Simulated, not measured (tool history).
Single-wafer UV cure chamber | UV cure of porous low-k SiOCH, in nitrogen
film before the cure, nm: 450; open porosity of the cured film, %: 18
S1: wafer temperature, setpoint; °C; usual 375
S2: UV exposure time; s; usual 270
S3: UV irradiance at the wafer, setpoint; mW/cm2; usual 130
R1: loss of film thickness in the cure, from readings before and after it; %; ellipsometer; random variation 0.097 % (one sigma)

run     day   S1   S2   S3      R1
  1       0  387  385  130  13.009
  2   0.417  375  270  119  10.921
  3   1.017  375  270  119  10.956
  4   1.417  375  270  102  10.132
  5   1.817  375  270  130  11.238
  6   2.167  375  270  130  10.944
  7     2.8  375  270  130   11.14
  8   3.058  375  270  130  11.125
  9   3.696  375  270  130  11.187
 10   4.242  375  270  130  10.963
 11   4.779  375  270  130  11.198
 12   6.946  375  270  130  10.998
 13     7.6  375  270  130  11.144
 14    9.35  375  270  130  10.837
 15   9.942  388  270  130  11.076
 16  10.242  388  270  130  11.136
 17  10.642  388  270  130   11.23
 18   10.95  375  270  130  10.822
 19  11.575  375  270  130  10.864
 20  12.308  375  270  109  10.061
 21  12.729  375  270  109  10.065
 22   13.15  375  270  130  10.878
 23  14.612  375  270  130  10.798
 24  15.317  375  270  130  10.594
 25  15.704  375  270  130  10.891
 26  16.162  375  270  130  10.705
     16.954  -- quartz window cleaned
     17.967  -- UV bulbs replaced
 27  17.988  390  195  130  10.579
 28  18.608  391  270  130  12.202
 29  18.958  375  165  130   9.685
 30  19.567  391  270  130  11.913
 31  20.317  364  200  130  10.305
 32  21.029  375  270  166  12.737
 33  21.725  375  270  130  11.662
 34  22.117  394  205  156  11.556
 35  22.458  368  215  149  11.021
 36  22.871  375  210  130   10.51
 37  23.512  383  345  106  11.859
 38  23.871  357  175  130   9.412
 39  24.183  375  270  130  11.644
 40  24.533  375  270  130  11.642
 41  25.133  355  270  130  11.344
 42  25.521  394  335  130  12.813
 43  26.092  387  270  130  11.826
 44  26.708  375  150  105    8.12
 45  27.321  357  270  153  11.852
 46  27.671  363  175  104   8.554
 47  27.962  391  270  120    11.6
 48  28.492  375  410  130  13.436
 49  28.983  360  375   96  11.281

The same runs without the tool's hidden state, with the same run-to-run variation:
The hidden state here: lamp output below its setpoint, %; transmission lost against a clean window, %.
run      R1
  1  13.678
  2   11.58
  3  11.635
  4  10.801
  5  11.942
  6   11.64
  7  11.868
  8   11.86
  9  11.945
 10  11.723
 11  11.992
 12  11.845
 13  12.023
 14  11.749
 15  12.013
 16  12.087
 17  12.203
 18  11.784
 19  11.851
 20  11.047
 21  11.065
 22  11.919
 23  11.881
 24   11.68
 25   12.02
 26  11.831
 27  10.675
 28  12.319
 29   9.802
 30  12.051
 31  10.458
 32  12.917
 33  11.857
 34   11.76
 35   11.23
 36  10.728
 37    12.1
 38   9.648
 39  11.904
 40  11.911
 41  11.628
 42  13.113
 43  12.138
 44   8.413
 45  12.195
 46   8.877
 47  11.963
 48  13.824
 49  11.665
